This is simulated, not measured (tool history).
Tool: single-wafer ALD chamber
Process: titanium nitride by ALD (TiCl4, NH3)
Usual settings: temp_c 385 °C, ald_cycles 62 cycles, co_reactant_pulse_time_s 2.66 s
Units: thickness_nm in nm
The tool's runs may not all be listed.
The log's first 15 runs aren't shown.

run    hour  temp_c  ald_cycles  co_reactant_pulse_time_s  wafers since the last listed run  hours since the last thermocouple change  hours since the showerhead was replaced  hours since the gauge calibration  read-back reference wafer on the same gauge, thickness_nm  thickness_nm
 16   918.9     371          62                      2.66                               158                                     919.4                                   2800.5                             1273.1                                                      1.469         1.385
 17   968.3     385          62                      2.66                               114                                     968.8                                   2849.9                             1322.5                                                      1.472         1.403
 18  1066.9     385          62                      2.66                               229                                    1067.4                                   2948.5                             1421.1                                                      1.469         1.403
 19  1122.1     377          73                      1.94                               128                                    1122.6                                   3003.7                             1476.3                                                      1.472         1.616
 20  1193.5     385          62                      2.66                               166                                    1194.0                                   3075.1                             1547.7                                                      1.472         1.403
 21  1297.2     394          62                      2.66                               241                                    1297.7                                   3178.8                             1651.4                                                      1.469         1.421
     1327.3  -- thermocouple changed; heater temperature recalibrated
 22  1400.4     377          73                      3.47                               221                                      73.1                                   3282.0                             1754.6                                                      1.470         1.675
     1423.6  -- gauge calibrated
 23  1468.1     385          62                      2.66                               157                                     140.8                                   3349.7                               44.5                                                      1.471         1.405
 24  1516.3     385          62                      2.66                               112                                     189.0                                   3397.9                               92.7                                                      1.469         1.397
     1549.9  -- showerhead replaced
 25  1577.0     385          62                      2.66                               122                                     249.7                                     27.1                              153.4                                                      1.471         1.403
 26  1783.1     385          53                      2.66                               479                                     455.8                                    233.2                              359.5                                                      1.469         1.207
 27  1885.8     381          71                      2.66                               238                                     558.5                                    335.9                              462.2                                                      1.470         1.603
 28  1968.0     379          67                      2.95                               191                                     640.7                                    418.1                              544.4                                                      1.472         1.537
 29  2043.5     398          67                      2.98                               175                                     716.2                                    493.6                              619.9                                                      1.473         1.539
 30  2132.9     371          62                      2.94                               207                                     805.6                                    583.0                              709.3                                                      1.470         1.395
 31  2215.6     380          62                      3.08                               192                                     888.3                                    665.7                              792.0                                                      1.473         1.407
 32  2324.3     385          62                      2.66                               252                                     997.0                                    774.4                              900.7                                                      1.470         1.408
 33  2419.5     385          55                      2.66                               221                                    1092.2                                    869.6                              995.9                                                      1.470         1.249
 34  2712.1     377          62                      2.16                               680                                    1384.8                                   1162.2                             1288.5                                                      1.471         1.381
 35  2803.2     385          65                      2.66                               211                                    1475.9                                   1253.3                             1379.6                                                      1.468         1.476
     2835.3  -- thermocouple changed; heater temperature recalibrated
 36  2883.8     385          62                      2.66                               168                                      48.5                                   1333.9                             1460.2                                                      1.468         1.406
 37  2942.4     377          62                      3.66                               136                                     107.1                                   1392.5                             1518.8                                                      1.468         1.416
 38  3003.4     377          73                      3.47                               141                                     168.1                                   1453.5                             1579.8                                                      1.470         1.679
 39  3095.4     385          62                      2.66                               213                                     260.1                                   1545.5                             1671.8                                                      1.468         1.402

Forecast each of these 5 alternatives for the next run:
  A  3095.9     385          69                      2.66                                 1                                     260.6                                   1546.0                             1672.3                                                          ?             ?
  B  3095.9     385          52                      3.35                                 1                                     260.6                                   1546.0                             1672.3                                                          ?             ?
  C  3095.9     370          52                      2.37                                 1                                     260.6                                   1546.0                             1672.3                                                          ?             ?
  D  3095.9     385          52                      2.66                                 1                                     260.6                                   1546.0                             1672.3                                                          ?             ?
  E  3095.9     391          69                      3.64                                 1                                     260.6                                   1546.0                             1672.3                                                          ?             ?

run  read-back reference wafer on the same gauge, thickness_nm  thickness_nm
  A                                                      1.471         1.560
  B                                                      1.471         1.189
  C                                                      1.471         1.145
  D                                                      1.471         1.176
  E                                                      1.471         1.589
Without the tool's hidden state the same runs would have given:
run  thickness_nm
  A         1.560
  B         1.189
  C         1.145
  D         1.176
  E         1.589
